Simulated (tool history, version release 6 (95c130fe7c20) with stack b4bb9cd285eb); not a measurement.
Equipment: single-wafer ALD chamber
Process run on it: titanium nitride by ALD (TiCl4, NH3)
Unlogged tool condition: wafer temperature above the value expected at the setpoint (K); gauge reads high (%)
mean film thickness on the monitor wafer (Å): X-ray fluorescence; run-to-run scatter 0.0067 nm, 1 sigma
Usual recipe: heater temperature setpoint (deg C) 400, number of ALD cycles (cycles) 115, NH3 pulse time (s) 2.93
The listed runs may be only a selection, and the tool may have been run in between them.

run    hour  heater temperature setpoint (deg C)  number of ALD cycles (cycles)  NH3 pulse time (s)  wafers since the last listed run  hours since the last thermocouple change  hours since the showerhead was replaced  hours since the gauge calibration  read-back reference wafer on the same gauge, thickness_nm  mean film thickness on the monitor wafer (Å)
  1     0.0                                  408                            115                3.69                                 0                                     783.7                                   3472.4                              397.8                                                      2.708                                         26.80
  2    22.6                                  400                            115                2.93                                36                                     806.3                                   3495.0                              420.4                                                      2.709                                         26.65
  3    52.8                                  400                            115                2.93                                48                                     836.5                                   3525.2                              450.6                                                      2.709                                         26.72
  4    73.4                                  400                            115                2.93                                33                                     857.1                                   3545.8                              471.2                                                      2.711                                         26.51
  5    94.7                                  400                            115                2.93                                34                                     878.4                                   3567.1                              492.5                                                      2.711                                         26.65
  6   111.3                                  400                            115                2.93                                26                                     895.0                                   3583.7                              509.1                                                      2.711                                         26.74
  7   125.5                                  400                            115                2.93                                22                                     909.2                                   3597.9                              523.3                                                      2.713                                         26.54
  8   142.3                                  400                            115                2.93                                27                                     926.0                                   3614.7                              540.1                                                      2.712                                         26.70
  9   170.0                                  410                            115                2.93                                44                                     953.7                                   3642.4                              567.8                                                      2.709                                         26.80
 10   191.6                                  410                            115                2.93                                34                                     975.3                                   3664.0                              589.4                                                      2.709                                         26.72
 11   211.6                                  400                            115                2.93                                32                                     995.3                                   3684.0                              609.4                                                      2.714                                         26.69
 12   285.9                                  400                            115                2.93                               119                                    1069.6                                   3758.3                              683.7                                                      2.712                                         26.75
      298.2  -- showerhead replaced
 13   315.7                                  400                            115                2.93                                35                                    1099.4                                     17.5                              713.5                                                      2.710                                         26.77
 14   346.4                                  411                            115                2.93                                49                                    1130.1                                     48.2                              744.2                                                      2.709                                         26.72
 15   377.4                                  411                            115                2.93                                49                                    1161.1                                     79.2                              775.2                                                      2.711                                         26.76
 16   399.5                                  400                            115                2.93                                35                                    1183.2                                    101.3                              797.3                                                      2.710                                         26.66
 17   424.4                                  400                            115                2.93                                40                                    1208.1                                    126.2                              822.2                                                      2.712                                         26.64
 18   458.2                                  400                            115                2.93                                54                                    1241.9                                    160.0                              856.0                                                      2.709                                         26.58
 19   473.4                                  400                            115                2.93                                24                                    1257.1                                    175.2                              871.2                                                      2.709                                         26.71
 20   499.0                                  400                            115                2.93                                41                                    1282.7                                    200.8                              896.8                                                      2.708                                         26.78
 21   523.3                                  410                             99                4.02                                39                                    1307.0                                    225.1                              921.1                                                      2.711                                         23.21
 22   552.2                                  400                            115                2.93                                46                                    1335.9                                    254.0                              950.0                                                      2.709                                         26.59
 23   575.6                                  400                            126                2.27                                37                                    1359.3                                    277.4                              973.4                                                      2.711                                         28.81
 24   602.2                                  394                            115                2.93                                42                                    1385.9                                    304.0                             1000.0                                                      2.710                                         26.56
 25   619.5                                  394                            115                2.93                                27                                    1403.2                                    321.3                             1017.3                                                      2.709                                         26.54
 26   647.0                                  400                            136                2.93                                44                                    1430.7                                    348.8                             1044.8                                                      2.710                                         31.64
 27   678.1                                  388                            115                4.01                                50                                    1461.8                                    379.9                             1075.9                                                      2.712                                         26.78
      679.7  -- gauge calibrated
 28   691.3                                  400                            115                2.93                                21                                    1475.0                                    393.1                               11.6                                                      2.710                                         26.70
 29   722.6                                  414                            102                3.71                                50                                    1506.3                                    424.4                               42.9                                                      2.708                                         23.83
 30   743.9                                  400                            121                2.61                                34                                    1527.6                                    445.7                               64.2                                                      2.709                                         27.94
 31   760.0                                  413                            115                2.93                                25                                    1543.7                                    461.8                               80.3                                                      2.708                                         26.73
 32   792.6                                  400                            122                2.93                                52                                    1576.3                                    494.4                              112.9                                                      2.711                                         28.29
 33   828.4                                  412                            115                3.77                                57                                    1612.1                                    530.2                              148.7                                                      2.714                                         26.90
      861.9  -- thermocouple changed; heater temperature recalibrated
 34   862.4                                  400                            127                2.93                                41                                       0.5                                    564.2                              182.7                                                      2.710                                         29.39
 35   962.3                                  406                            122                3.70                               160                                     100.4                                    664.1                              282.6                                                      2.713                                         28.53
 36   994.2                                  412                            115                2.93                                51                                     132.3                                    696.0                              314.5                                                      2.707                                         26.83
 37  1012.4                                  400                            115                2.05                                29                                     150.5                                    714.2                              332.7                                                      2.710                                         26.29
 38  1034.5                                  393                             95                3.64                                35                                     172.6                                    736.3                              354.8                                                      2.709                                         22.10
 39  1054.2                                  405                             97                1.84                                31                                     192.3                                    756.0                              374.5                                                      2.711                                         22.04
 40  1069.9                                  393                            127                2.93                                25                                     208.0                                    771.7                              390.2                                                      2.710                                         29.30
 41  1096.0                                  392                            115                3.56                                42                                     234.1                                    797.8                              416.3                                                      2.708                                         26.75

For each run, what was the tool's unlogged condition?
wafer temperature above the value expected at the setpoint (K): 0, the same for each run
gauge reads high (%): 0, the same for each run

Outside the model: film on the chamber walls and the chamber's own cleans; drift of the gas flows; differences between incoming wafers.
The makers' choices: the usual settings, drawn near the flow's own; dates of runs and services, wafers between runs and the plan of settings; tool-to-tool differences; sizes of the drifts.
